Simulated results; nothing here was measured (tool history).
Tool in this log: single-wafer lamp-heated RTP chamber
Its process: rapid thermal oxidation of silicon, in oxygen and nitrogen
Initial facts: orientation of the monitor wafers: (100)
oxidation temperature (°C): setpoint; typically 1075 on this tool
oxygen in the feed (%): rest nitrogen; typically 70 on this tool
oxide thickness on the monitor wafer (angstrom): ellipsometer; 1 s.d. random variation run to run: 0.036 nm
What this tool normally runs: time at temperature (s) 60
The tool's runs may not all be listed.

run	day	oxidation temperature (°C)	time at temperature (s)	oxygen in the feed (%)	wafers since the last listed run	wafers since the last pyrometer calibration	hours since the oxygen flow controller was replaced	hours since the gauge calibration	read-back reference wafer on the same gauge, thickness	oxide thickness on the monitor wafer (angstrom)
1	0.000	1075	60	70	0	1353	3292.2	171.6	8.986	88.19
# day 0.346: pyrometer window cleaned and pyrometer calibrated
2	0.375	1075	60	70	6	4	3301.2	180.6	8.983	86.50
3	0.996	1075	60	70	100	104	3316.1	195.5	8.985	87.07
4	1.729	1075	60	70	118	223	3333.7	213.1	8.972	87.03
5	2.179	1075	60	70	72	295	3344.5	223.9	8.972	86.77
6	2.762	1075	60	93	94	390	3358.5	237.9	8.974	96.65
7	3.271	1075	60	93	82	472	3370.7	250.1	8.983	97.17
8	3.854	1075	60	93	94	566	3384.7	264.1	8.982	97.42
9	4.433	1075	60	70	93	660	3398.6	278.0	8.982	88.25
10	5.146	1075	60	70	115	775	3415.7	295.1	8.975	88.31
11	7.238	1075	60	70	338	1113	3465.9	345.3	8.974	88.89
# day 7.508: gauge calibrated
12	7.558	1075	52	55	51	1165	3473.6	1.2	8.976	75.93
13	8.075	1075	40	70	83	1248	3486.0	13.6	8.982	74.14
14	8.604	1075	60	70	85	1334	3498.7	26.3	8.981	88.42
# day 9.062: pyrometer window cleaned and pyrometer calibrated
15	9.083	1054	72	70	23	3	3510.2	37.8	8.978	81.53
16	9.629	1075	42	48	88	91	3523.3	50.9	8.978	65.23
# day 11.033: oxygen flow controller replaced
17	11.596	1083	87	95	263	355	13.5	98.1	8.985	120.45
18	11.883	1104	77	95	46	401	20.4	105.0	8.983	129.81
19	12.504	1058	52	97	100	502	35.3	119.9	8.977	82.56
20	13.150	1075	60	98	104	606	50.8	135.4	8.979	98.31
21	13.412	1075	84	82	42	648	57.1	141.7	8.979	107.93
22	13.767	1075	84	82	57	706	65.6	150.2	8.978	108.56
23	14.271	1093	87	70	81	787	77.7	162.3	8.981	116.09

Results for each run, recomputed without the tool's hidden state and with each run's random variation untouched:
Hidden state present: true wafer temperature minus pyrometer reading, K; deviation of the oxygen flow from its setpoint, %; gauge reads high (%).
run	oxide thickness on the monitor wafer (angstrom)
1	86.12
2	86.40
3	86.82
4	86.60
5	86.24
6	95.90
7	96.29
8	96.38
9	87.18
10	87.06
11	87.14
12	74.37
13	72.52
14	86.36
15	81.52
16	65.12
17	119.62
18	128.85
19	81.76
20	97.21
21	106.65
22	107.16
23	114.49
